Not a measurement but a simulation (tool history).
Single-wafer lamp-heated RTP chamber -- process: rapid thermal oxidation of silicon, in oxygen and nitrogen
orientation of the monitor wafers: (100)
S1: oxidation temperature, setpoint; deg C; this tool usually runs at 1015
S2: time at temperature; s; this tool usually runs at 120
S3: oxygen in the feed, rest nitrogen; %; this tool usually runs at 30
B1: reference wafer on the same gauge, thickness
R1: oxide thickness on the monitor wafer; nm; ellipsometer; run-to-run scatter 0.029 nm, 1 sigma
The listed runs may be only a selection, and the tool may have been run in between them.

run	hour	S1	S2	S3	B1	R1
1	0	1015	120	30	6.61	6.843
2	263.5	1015	120	30	6.608	6.876
3	322.6	1015	120	30	6.607	6.835
4	385.7	1015	120	30	6.607	6.826
5	479.9	1015	120	49	6.609	8.119
6	559.8	1015	120	49	6.613	8.14
7	614.9	1015	120	49	6.61	8.135
8	720.6	1015	120	30	6.611	6.858
9	809.8	1015	120	30	6.61	6.825
10	910.1	1015	120	30	6.614	6.839
11	999.5	1015	120	40	6.606	7.483
12	1041	1015	120	30	6.612	6.872
13	1119.1	1015	120	30	6.608	6.85
14	1180.6	1015	120	30	6.613	6.817
15	1243.5	1015	120	30	6.61	6.866
16	1318.6	1004	120	17	6.611	5.25
17	1392.2	1043	176	40	6.608	10.939
18	1444.5	1015	120	30	6.605	6.853
19	1481.2	998	165	17	6.608	5.796
20	1531.8	1023	120	30	6.609	7.241
21	1575.8	1015	120	30	6.614	6.83
22	1810.4	1015	78	30	6.61	5.707
23	1877.4	992	88	22	6.611	4.67
24	1924.4	1015	173	30	6.608	8.048
25	1983.1	1015	120	30	6.611	6.846
26	2160	1034	78	17	6.614	5.331
27	2204	1015	120	30	6.607	6.857
28	2293.3	1015	75	41	6.61	6.198
29	2422.8	1015	120	30	6.602	6.879
30	2497.3	1031	178	53	6.607	11.191
31	2546	1015	89	30	6.61	5.978

Between the runs listed above, the log contained 7 entries, not reproduced here. Where in the sequence does each belong, and how does what the log doesn't record of the tool's condition differ from the listed run before to the listed run after?
In the gap between runs 2 and 3: pyrometer window cleaned and pyrometer calibrated (hour 315)
  both runs share identical hidden conditions
In the gap between runs 9 and 10: pyrometer window cleaned and pyrometer calibrated (hour 878.8)
  both runs share identical hidden conditions
In the gap between runs 17 and 18: pyrometer window cleaned and pyrometer calibrated (hour 1402.2)
  both runs share identical hidden conditions
In the gap between runs 20 and 21: gauge calibrated (hour 1563.9)
  both runs share identical hidden conditions
In the gap between runs 21 and 22: oxygen flow controller replaced (hour 1674)
  both runs share identical hidden conditions
In the gap between runs 22 and 23: pyrometer window cleaned and pyrometer calibrated (hour 1872)
  both runs share identical hidden conditions
In the gap between runs 28 and 29: pyrometer window cleaned and pyrometer calibrated (hour 2388.3)
  both runs share identical hidden conditions
